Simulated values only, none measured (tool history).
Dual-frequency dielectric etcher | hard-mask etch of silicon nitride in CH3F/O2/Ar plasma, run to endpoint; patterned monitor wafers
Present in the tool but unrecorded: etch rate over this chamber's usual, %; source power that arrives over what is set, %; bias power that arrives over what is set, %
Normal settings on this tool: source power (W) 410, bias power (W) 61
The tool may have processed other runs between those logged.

run	hour	source power (W)	bias power (W)	wafers since the last listed run	hours since the last wet clean	hours since the last source power generator calibration	hours since the last bias power generator calibration	hours since the last upper electrode change	incoming incoming film thickness, nm	endpoint time (s)
1	0	410	61	0	44.2	4063.3	4424.5	5019.3	50.8	73.4
2	28.8	410	61	290	73	4092.1	4453.3	5048.1	50.4	73.1
3	97.1	410	61	689	141.3	4160.4	4521.6	5116.4	50.4	72.4
4	164.9	380	61	684	209.1	4228.2	4589.4	5184.2	50.3	74.3
5	200.2	380	61	356	244.4	4263.5	4624.7	5219.5	50.9	75.6
6	270.1	410	61	706	314.3	4333.4	4694.6	5289.4	51.1	72.3
7	308.4	410	56	386	352.6	4371.7	4732.9	5327.7	50.6	72.4
8	371.1	410	56	633	415.3	4434.4	4795.6	5390.4	51	73.4
9	441.6	410	61	712	485.8	4504.9	4866.1	5460.9	50.7	70.5
# hour 468.9: bias power generator calibrated
10	477	410	61	317	521.2	4540.3	8.1	5496.3	51	71.2
# hour 500.4: source power generator calibrated
11	522.6	410	61	420	566.8	22.2	53.7	5541.9	51.5	72
# hour 565.6: upper electrode replaced, of another model than before
12	582.6	410	61	363	626.8	82.2	113.7	17	50.8	70.3
# hour 620.5: wet clean of the chamber
13	649.8	330	65	436	29.3	149.4	180.9	84.2	50.7	89.5
14	707.7	320	74	584	87.2	207.3	238.8	142.1	50.8	90.5
15	802.8	410	61	960	182.3	302.4	333.9	237.2	50.7	72.9
16	1012.6	410	61	2119	392.1	512.2	543.7	447	51.1	72.1
17	1071.1	410	61	590	450.6	570.7	602.2	505.5	50.7	71.3
18	1108.4	480	71	376	487.9	608	639.5	542.8	50.7	61.5
19	1148	410	61	400	527.5	647.6	679.1	582.4	51	71.7
# hour 1205.5: wet clean of the chamber
20	1220	470	55	484	14.5	719.6	751.1	654.4	50.9	67.8
21	1278.5	500	54	590	73	778.1	809.6	712.9	50.9	64.8
22	1329.3	360	67	513	123.8	828.9	860.4	763.7	50.6	80.9
23	1358.3	410	61	292	152.8	857.9	889.4	792.7	51	73.2
24	1385.4	500	48	273	179.9	885	916.5	819.8	51.2	66.2
25	1447.8	470	61	630	242.3	947.4	978.9	882.2	51	65.1

Table of differences, measured result less the result of that run with no hidden state. Run-to-run variation is the same in both. Gauge scatter possibly is not:
run	endpoint time (s)
1	-0.1
2	-0.2
3	-0.7
4	-1.1
5	-1.4
6	-1.8
7	-2
8	-2.5
9	-2.8
10	-3.1
11	-3.4
12	-3.7
13	+0.2
14	-0.3
15	-0.8
16	-2.2
17	-2.5
18	-2.4
19	-3
20	+0.1
21	-0.2
22	-0.7
23	-0.8
24	-0.9
25	-1.3

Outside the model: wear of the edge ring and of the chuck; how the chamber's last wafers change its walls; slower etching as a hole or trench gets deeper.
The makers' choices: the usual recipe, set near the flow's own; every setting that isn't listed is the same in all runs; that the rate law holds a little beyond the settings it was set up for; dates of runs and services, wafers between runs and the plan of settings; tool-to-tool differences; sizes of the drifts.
